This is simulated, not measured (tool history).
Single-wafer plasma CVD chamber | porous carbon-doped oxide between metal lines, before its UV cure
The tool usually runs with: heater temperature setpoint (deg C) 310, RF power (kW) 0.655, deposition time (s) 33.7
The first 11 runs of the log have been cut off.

run    hour  heater temperature setpoint (deg C)  RF power (kW)  deposition time (s)  wafers since the last listed run  hours since the last thermocouple change  hours since the last RF generator calibration  hours since the showerhead was replaced  hours since the gauge calibration  read-back reference wafer on the same gauge, thickness_nm  mean film thickness on the monitor wafer (nm)
 12   817.5                                  319          0.605                 39.9                              1033                                     306.5                                          526.4                                   5201.7                             1442.2                                                    222.236                                        230.798
 13   857.0                                  310          0.615                 37.3                               605                                     346.0                                          565.9                                   5241.2                             1481.7                                                    221.870                                        226.220
 14   898.1                                  320          0.700                 33.7                               629                                     387.1                                          607.0                                   5282.3                             1522.8                                                    222.009                                        208.873
      928.4  -- showerhead replaced
 15  1008.1                                  310          0.655                 33.7                              1563                                     497.1                                          717.0                                     79.7                             1632.8                                                    221.969                                        210.775
 16  1074.7                                  300          0.655                 35.9                              1020                                     563.7                                          783.6                                    146.3                             1699.4                                                    221.710                                        235.668
     1116.9  -- gauge calibrated
 17  1149.5                                  300          0.655                 35.9                              1146                                     638.5                                          858.4                                    221.1                               32.6                                                    222.029                                        234.243
 18  1177.3                                  310          0.655                 33.7                               426                                     666.3                                          886.2                                    248.9                               60.4                                                    222.104                                        210.103
 19  1216.4                                  316          0.655                 35.8                               599                                     705.4                                          925.3                                    288.0                               99.5                                                    221.883                                        216.241
 20  1251.9                                  310          0.615                 37.3                               544                                     740.9                                          960.8                                    323.5                              135.0                                                    221.864                                        223.957
 21  1289.4                                  310          0.655                 38.2                               574                                     778.4                                          998.3                                    361.0                              172.5                                                    222.018                                        236.438
 22  1353.4                                  314          0.740                 30.3                               981                                     842.4                                         1062.3                                    425.0                              236.5                                                    221.803                                        198.085
 23  1382.8                                  310          0.655                 33.7                               450                                     871.8                                         1091.7                                    454.4                              265.9                                                    221.821                                        210.628
 24  1428.4                                  306          0.655                 33.7                               698                                     917.4                                         1137.3                                    500.0                              311.5                                                    221.923                                        212.984
     1452.2  -- thermocouple changed; heater temperature recalibrated
 25  1452.7                                  316          0.655                 30.9                               249                                       0.5                                         1161.6                                    524.3                              335.8                                                    222.069                                        194.147
 26  1482.6                                  315          0.655                 28.0                               458                                      30.4                                         1191.5                                    554.2                              365.7                                                    222.155                                        176.345
 27  1517.0                                  310          0.655                 33.7                               527                                      64.8                                         1225.9                                    588.6                              400.1                                                    222.095                                        215.736
 28  1554.9                                  303          0.655                 28.2                               580                                     102.7                                         1263.8                                    626.5                              438.0                                                    221.931                                        187.399
 29  1618.4                                  321          0.725                 30.5                               973                                     166.2                                         1327.3                                    690.0                              501.5                                                    222.058                                        195.382
 30  1648.5                                  296          0.655                 33.7                               461                                     196.3                                         1357.4                                    720.1                              531.6                                                    222.156                                        227.970
 31  1704.7                                  321          0.655                 28.2                               861                                     252.5                                         1413.6                                    776.3                              587.8                                                    221.929                                        170.624
 32  1905.6                                  310          0.655                 27.9                              3079                                     453.4                                         1614.5                                    977.2                              788.7                                                    221.917                                        176.411
 33  1972.5                                  319          0.735                 33.7                              1025                                     520.3                                         1681.4                                   1044.1                              855.6                                                    221.920                                        214.921
 34  2000.0                                  310          0.655                 33.7                               421                                     547.8                                         1708.9                                   1071.6                              883.1                                                    222.187                                        211.479

4 ways to go on from here, each from the tool as it stands after run 34. What would each give?
  A  2000.4                                  301          0.655                 33.7                                 6                                     548.2                                         1709.3                                   1072.0                              883.5                                                          ?                                              ?
  B  2000.4                                  310          0.655                 38.3                                 6                                     548.2                                         1709.3                                   1072.0                              883.5                                                          ?                                              ?
  C  2000.4                                  298          0.655                 30.0                                 6                                     548.2                                         1709.3                                   1072.0                              883.5                                                          ?                                              ?
  D  2000.4                                  296          0.605                 39.1                                 6                                     548.2                                         1709.3                                   1072.0                              883.5                                                          ?                                              ?

run  read-back reference wafer on the same gauge, thickness_nm  mean film thickness on the monitor wafer (nm)
  A                                                    222.124                                        222.021
  B                                                    222.124                                        240.963
  C                                                    222.124                                        201.237
  D                                                    222.124                                        253.286
The same runs, with their run-to-run variation unchanged, on a tool lacking any hidden condition would have given:
run  mean film thickness on the monitor wafer (nm)
  A                                        226.161
  B                                        245.217
  C                                        205.040
  D                                        258.163

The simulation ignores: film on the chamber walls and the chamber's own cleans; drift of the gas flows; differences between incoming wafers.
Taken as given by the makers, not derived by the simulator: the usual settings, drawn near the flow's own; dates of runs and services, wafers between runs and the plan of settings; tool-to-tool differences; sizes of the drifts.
